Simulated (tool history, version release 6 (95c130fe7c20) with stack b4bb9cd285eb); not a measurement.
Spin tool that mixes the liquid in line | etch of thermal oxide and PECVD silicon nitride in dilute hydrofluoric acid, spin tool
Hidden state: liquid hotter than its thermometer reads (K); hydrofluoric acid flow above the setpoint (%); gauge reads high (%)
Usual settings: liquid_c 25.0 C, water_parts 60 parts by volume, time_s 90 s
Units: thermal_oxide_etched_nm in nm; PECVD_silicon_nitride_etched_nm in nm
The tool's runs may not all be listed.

| run | hour | liquid_c | water_parts | time_s | wafers since the last listed run | hours since the thermometer was replaced | hours since the hydrofluoric acid flow meter was replaced | hours since the gauge calibration | read-back film thickness of the thermal oxide reference wafer, read on the same gauge (nm) | read-back film thickness of the PECVD silicon nitride reference wafer, read on the same gauge (nm) | thermal_oxide_etched_nm | PECVD_silicon_nitride_etched_nm |
|---|---|---|---|---|---|---|---|---|---|---|---|---|
| 1 | 0.0 | 25.0 | 60 | 75 | 0 | 1955.3 | 51.6 | 1201.5 | 29.96 | 139.997 | 6.61 | 2.372 |
| 2 | 29.0 | 25.0 | 60 | 90 | 211 | 1984.3 | 80.6 | 1230.5 | 29.99 | 140.007 | 7.99 | 2.845 |
|  | 39.4 | thermometer replaced |
| 3 | 59.1 | 25.0 | 60 | 90 | 212 | 19.7 | 110.7 | 1260.6 | 30.00 | 139.995 | 7.92 | 2.931 |
| 4 | 83.7 | 25.0 | 60 | 90 | 179 | 44.3 | 135.3 | 1285.2 | 30.03 | 139.971 | 7.88 | 2.817 |
| 5 | 112.1 | 25.0 | 60 | 90 | 207 | 72.7 | 163.7 | 1313.6 | 29.99 | 139.987 | 7.95 | 2.873 |
| 6 | 137.1 | 29.5 | 80 | 90 | 182 | 97.7 | 188.7 | 1338.6 | 29.98 | 140.007 | 6.97 | 2.930 |
| 7 | 159.0 | 25.0 | 30 | 115 | 159 | 119.6 | 210.6 | 1360.5 | 29.99 | 139.989 | 21.07 | 7.135 |
|  | 167.1 | hydrofluoric acid flow meter replaced, repeated, since the last time left the tool worse |
| 8 | 237.5 | 25.0 | 40 | 90 | 566 | 198.1 | 70.4 | 1439.0 | 30.01 | 140.017 | 11.65 | 3.989 |
| 9 | 251.8 | 28.0 | 80 | 70 | 104 | 212.4 | 84.7 | 1453.3 | 29.98 | 139.994 | 4.81 | 1.946 |
|  | 276.8 | gauge calibrated |
| 10 | 281.6 | 25.0 | 35 | 115 | 217 | 242.2 | 114.5 | 4.8 | 30.01 | 139.995 | 17.21 | 6.043 |
| 11 | 298.1 | 29.5 | 60 | 120 | 120 | 258.7 | 131.0 | 21.3 | 30.03 | 140.003 | 12.02 | 4.845 |
| 12 | 390.2 | 25.0 | 60 | 90 | 672 | 350.8 | 223.1 | 113.4 | 30.00 | 139.994 | 7.56 | 2.780 |
| 13 | 424.5 | 23.0 | 80 | 105 | 250 | 385.1 | 257.4 | 147.7 | 30.03 | 139.981 | 5.96 | 2.080 |
| 14 | 445.9 | 30.0 | 60 | 90 | 156 | 406.5 | 278.8 | 169.1 | 30.00 | 139.985 | 9.31 | 3.801 |
| 15 | 460.1 | 21.5 | 35 | 60 | 103 | 420.7 | 293.0 | 183.3 | 29.98 | 139.988 | 7.83 | 2.490 |
| 16 | 477.1 | 22.0 | 80 | 130 | 124 | 437.7 | 310.0 | 200.3 | 30.00 | 140.012 | 7.12 | 2.496 |
| 17 | 508.7 | 25.0 | 60 | 90 | 230 | 469.3 | 341.6 | 231.9 | 30.01 | 139.986 | 7.60 | 2.756 |
| 18 | 527.3 | 25.0 | 45 | 90 | 135 | 487.9 | 360.2 | 250.5 | 30.01 | 140.014 | 10.39 | 3.692 |
| 19 | 547.9 | 28.5 | 60 | 90 | 150 | 508.5 | 380.8 | 271.1 | 30.03 | 140.010 | 8.82 | 3.493 |
| 20 | 579.1 | 25.0 | 60 | 90 | 227 | 539.7 | 412.0 | 302.3 | 30.01 | 139.995 | 7.68 | 2.796 |
| 21 | 605.5 | 20.0 | 50 | 65 | 192 | 566.1 | 438.4 | 328.7 | 30.04 | 139.979 | 5.47 | 1.705 |
| 22 | 636.3 | 26.5 | 50 | 90 | 225 | 596.9 | 469.2 | 359.5 | 30.00 | 139.998 | 9.89 | 3.747 |
| 23 | 665.9 | 21.0 | 60 | 135 | 216 | 626.5 | 498.8 | 389.1 | 30.02 | 140.033 | 9.81 | 3.112 |
| 24 | 693.4 | 21.0 | 60 | 90 | 200 | 654.0 | 526.3 | 416.6 | 29.99 | 140.020 | 6.51 | 2.103 |
| 25 | 719.1 | 20.5 | 60 | 75 | 187 | 679.7 | 552.0 | 442.3 | 29.99 | 139.991 | 5.33 | 1.697 |

Forecast each of these 5 alternatives for the next run:
| A | 719.5 | 25.0 | 30 | 90 | 2 | 680.1 | 552.4 | 442.7 | ? | ? | ? | ? |
| B | 719.5 | 25.0 | 70 | 75 | 2 | 680.1 | 552.4 | 442.7 | ? | ? | ? | ? |
| C | 719.5 | 29.5 | 45 | 70 | 2 | 680.1 | 552.4 | 442.7 | ? | ? | ? | ? |
| D | 719.5 | 22.5 | 70 | 125 | 2 | 680.1 | 552.4 | 442.7 | ? | ? | ? | ? |
| E | 719.5 | 20.0 | 60 | 75 | 2 | 680.1 | 552.4 | 442.7 | ? | ? | ? | ? |

| run | read-back film thickness of the thermal oxide reference wafer, read on the same gauge (nm) | read-back film thickness of the PECVD silicon nitride reference wafer, read on the same gauge (nm) | thermal_oxide_etched_nm | PECVD_silicon_nitride_etched_nm |
|---|---|---|---|---|
| A | 30.00 | 140.000 | 15.98 | 5.493 |
| B | 30.00 | 140.000 | 5.41 | 2.000 |
| C | 30.00 | 140.000 | 9.74 | 3.876 |
| D | 30.00 | 140.000 | 8.15 | 2.819 |
| E | 30.00 | 140.000 | 5.20 | 1.657 |
Without the tool's hidden state the same runs would have given:
| run | thermal_oxide_etched_nm | PECVD_silicon_nitride_etched_nm |
|---|---|---|
| A | 15.58 | 5.364 |
| B | 5.27 | 1.952 |
| C | 9.48 | 3.784 |
| D | 7.93 | 2.752 |
| E | 5.07 | 1.618 |
